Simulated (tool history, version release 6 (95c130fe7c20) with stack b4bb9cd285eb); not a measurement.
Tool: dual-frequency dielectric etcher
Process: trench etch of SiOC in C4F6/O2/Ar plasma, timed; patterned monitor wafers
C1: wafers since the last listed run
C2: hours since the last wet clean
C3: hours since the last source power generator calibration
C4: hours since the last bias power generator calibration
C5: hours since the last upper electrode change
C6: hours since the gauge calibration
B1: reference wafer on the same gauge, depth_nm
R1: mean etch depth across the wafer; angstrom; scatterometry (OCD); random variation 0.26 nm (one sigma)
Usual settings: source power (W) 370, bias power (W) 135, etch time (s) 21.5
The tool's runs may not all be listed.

Run 1, hour 0.0: usual settings; C1 0; C2 26.8; C3 3383.7; C4 1841.4; C5 3914.0; C6 416.2; B1 34.22. Result: R1 403.5 angstrom.
Run 2, hour 49.7: usual settings; C1 704; C2 76.5; C3 3433.4; C4 1891.1; C5 3963.7; C6 465.9; B1 34.09. Result: R1 402.2 angstrom.
Run 3, hour 90.0: usual settings; C1 571; C2 116.8; C3 3473.7; C4 1931.4; C5 4004.0; C6 506.2; B1 34.14. Result: R1 403.9 angstrom.
Run 4, hour 153.6: usual settings but source power (W) 440, bias power (W) 110; C1 901; C2 180.4; C3 3537.3; C4 1995.0; C5 4067.6; C6 569.8; B1 34.06. Result: R1 396.8 angstrom.
Run 5, hour 191.3: usual settings but source power (W) 440, bias power (W) 110; C1 534; C2 218.1; C3 3575.0; C4 2032.7; C5 4105.3; C6 607.5; B1 33.96. Result: R1 397.4 angstrom.
Run 6, hour 260.0: usual settings but source power (W) 440, bias power (W) 110; C1 974; C2 286.8; C3 3643.7; C4 2101.4; C5 4174.0; C6 676.2; B1 34.04. Result: R1 393.0 angstrom.
At hour 297.9: wet clean of the chamber.
Run 7, hour 298.4: usual settings but bias power (W) 145; C1 204; C2 0.5; C3 3682.1; C4 2139.8; C5 4212.4; C6 714.6; B1 34.15. Result: R1 399.4 angstrom.
Run 8, hour 352.8: usual settings but bias power (W) 145; C1 771; C2 54.9; C3 3736.5; C4 2194.2; C5 4266.8; C6 769.0; B1 34.16. Result: R1 396.6 angstrom.
Run 9, hour 410.8: usual settings but bias power (W) 145; C1 822; C2 112.9; C3 3794.5; C4 2252.2; C5 4324.8; C6 827.0; B1 34.10. Result: R1 397.3 angstrom.
Run 10, hour 450.4: usual settings; C1 561; C2 152.5; C3 3834.1; C4 2291.8; C5 4364.4; C6 866.6; B1 33.97. Result: R1 379.0 angstrom.
At hour 464.7: bias power generator calibrated.
Run 11, hour 482.5: usual settings but bias power (W) 122, etch time (s) 18.5; C1 398; C2 184.6; C3 3866.2; C4 17.8; C5 4396.5; C6 898.7; B1 34.10. Result: R1 320.1 angstrom.
At hour 522.7: upper electrode replaced.
Run 12, hour 528.9: usual settings; C1 317; C2 231.0; C3 3912.6; C4 64.2; C5 6.2; C6 945.1; B1 34.11. Result: R1 386.2 angstrom.
Run 13, hour 566.6: usual settings; C1 534; C2 268.7; C3 3950.3; C4 101.9; C5 43.9; C6 982.8; B1 34.11. Result: R1 379.3 angstrom.
Run 14, hour 601.2: usual settings; C1 490; C2 303.3; C3 3984.9; C4 136.5; C5 78.5; C6 1017.4; B1 34.13. Result: R1 380.6 angstrom.
At hour 638.5: wet clean of the chamber, repeated, since the last time left the tool worse.
Run 15, hour 663.6: usual settings but source power (W) 290; C1 544; C2 25.1; C3 4047.3; C4 198.9; C5 140.9; C6 1079.8; B1 34.25. Result: R1 387.3 angstrom.
Run 16, hour 718.6: usual settings but source power (W) 320; C1 779; C2 80.1; C3 4102.3; C4 253.9; C5 195.9; C6 1134.8; B1 34.14. Result: R1 396.2 angstrom.
Run 17, hour 766.5: usual settings but source power (W) 440, bias power (W) 121, etch time (s) 16.5; C1 679; C2 128.0; C3 4150.2; C4 301.8; C5 243.8; C6 1182.7; B1 34.21. Result: R1 313.7 angstrom.
Run 18, hour 819.3: usual settings but source power (W) 400, bias power (W) 125, etch time (s) 25.5; C1 748; C2 180.8; C3 4203.0; C4 354.6; C5 296.6; C6 1235.5; B1 34.09. Result: R1 478.8 angstrom.
At hour 869.0: source power generator calibrated.
Run 19, hour 870.0: usual settings but source power (W) 400, bias power (W) 123, etch time (s) 19.0; C1 662; C2 231.5; C3 1.0; C4 405.3; C5 347.3; C6 1286.2; B1 34.11. Result: R1 357.1 angstrom.
Run 20, hour 900.9: usual settings; C1 438; C2 262.4; C3 31.9; C4 436.2; C5 378.2; C6 1317.1; B1 34.17. Result: R1 402.3 angstrom.
Run 21, hour 965.3: usual settings but source power (W) 310, bias power (W) 104, etch time (s) 23.0; C1 913; C2 326.8; C3 96.3; C4 500.6; C5 442.6; C6 1381.5; B1 34.10. Result: R1 377.5 angstrom.
Run 22, hour 1031.2: usual settings but source power (W) 420, bias power (W) 164, etch time (s) 26.0; C1 934; C2 392.7; C3 162.2; C4 566.5; C5 508.5; C6 1447.4; B1 34.18. Result: R1 524.3 angstrom.
At hour 1074.0: wet clean of the chamber.
Run 23, hour 1074.4: usual settings but source power (W) 310, bias power (W) 145; C1 272; C2 0.4; C3 205.4; C4 609.7; C5 551.7; C6 1490.6; B1 34.15. Result: R1 402.5 angstrom.
At hour 1079.4: gauge calibrated.
Run 24, hour 1134.1: usual settings but source power (W) 440, bias power (W) 115, etch time (s) 17.0; C1 846; C2 60.1; C3 265.1; C4 669.4; C5 611.4; C6 54.7; B1 34.00. Result: R1 321.4 angstrom.
Run 25, hour 1283.3: usual settings; C1 2115; C2 209.3; C3 414.3; C4 818.6; C5 760.6; C6 203.9; B1 34.10. Result: R1 406.4 angstrom.
Run 26, hour 1345.1: usual settings; C1 876; C2 271.1; C3 476.1; C4 880.4; C5 822.4; C6 265.7; B1 34.11. Result: R1 403.0 angstrom.
At hour 1413.5: wet clean of the chamber.
Run 27, hour 1414.0: usual settings; C1 636; C2 0.5; C3 545.0; C4 949.3; C5 891.3; C6 334.6; B1 33.98. Result: R1 408.7 angstrom.
Run 28, hour 1454.3: usual settings but source power (W) 390, bias power (W) 107, etch time (s) 25.0; C1 571; C2 40.8; C3 585.3; C4 989.6; C5 931.6; C6 374.9; B1 34.11. Result: R1 454.0 angstrom.
Run 29, hour 1496.3: usual settings but source power (W) 410, bias power (W) 147; C1 595; C2 82.8; C3 627.3; C4 1031.6; C5 973.6; C6 416.9; B1 34.02. Result: R1 430.3 angstrom.

4 ways to go on from here, each from the tool as it stands after run 29. What would each give?
Run A, hour 1496.7: usual settings but etch time (s) 20.0; C1 5; C2 83.2; C3 627.7; C4 1032.0; C5 974.0; C6 417.3; B1 ?. Result: R1 ?.
Run B, hour 1496.7: usual settings but source power (W) 300, bias power (W) 166, etch time (s) 25.0; C1 5; C2 83.2; C3 627.7; C4 1032.0; C5 974.0; C6 417.3; B1 ?. Result: R1 ?.
Run C, hour 1496.7: usual settings but etch time (s) 25.0; C1 5; C2 83.2; C3 627.7; C4 1032.0; C5 974.0; C6 417.3; B1 ?. Result: R1 ?.
Run D, hour 1496.7: usual settings but source power (W) 340, bias power (W) 116, etch time (s) 16.0; C1 5; C2 83.2; C3 627.7; C4 1032.0; C5 974.0; C6 417.3; B1 ?. Result: R1 ?.

run     B1     R1
  A  34.11  380.7
  B  34.11  484.7
  C  34.11  475.9
  D  34.11  285.4
Without the tool's hidden state the same runs would have given:
run     R1
  A  382.7
  B  487.3
  C  478.4
  D  286.9
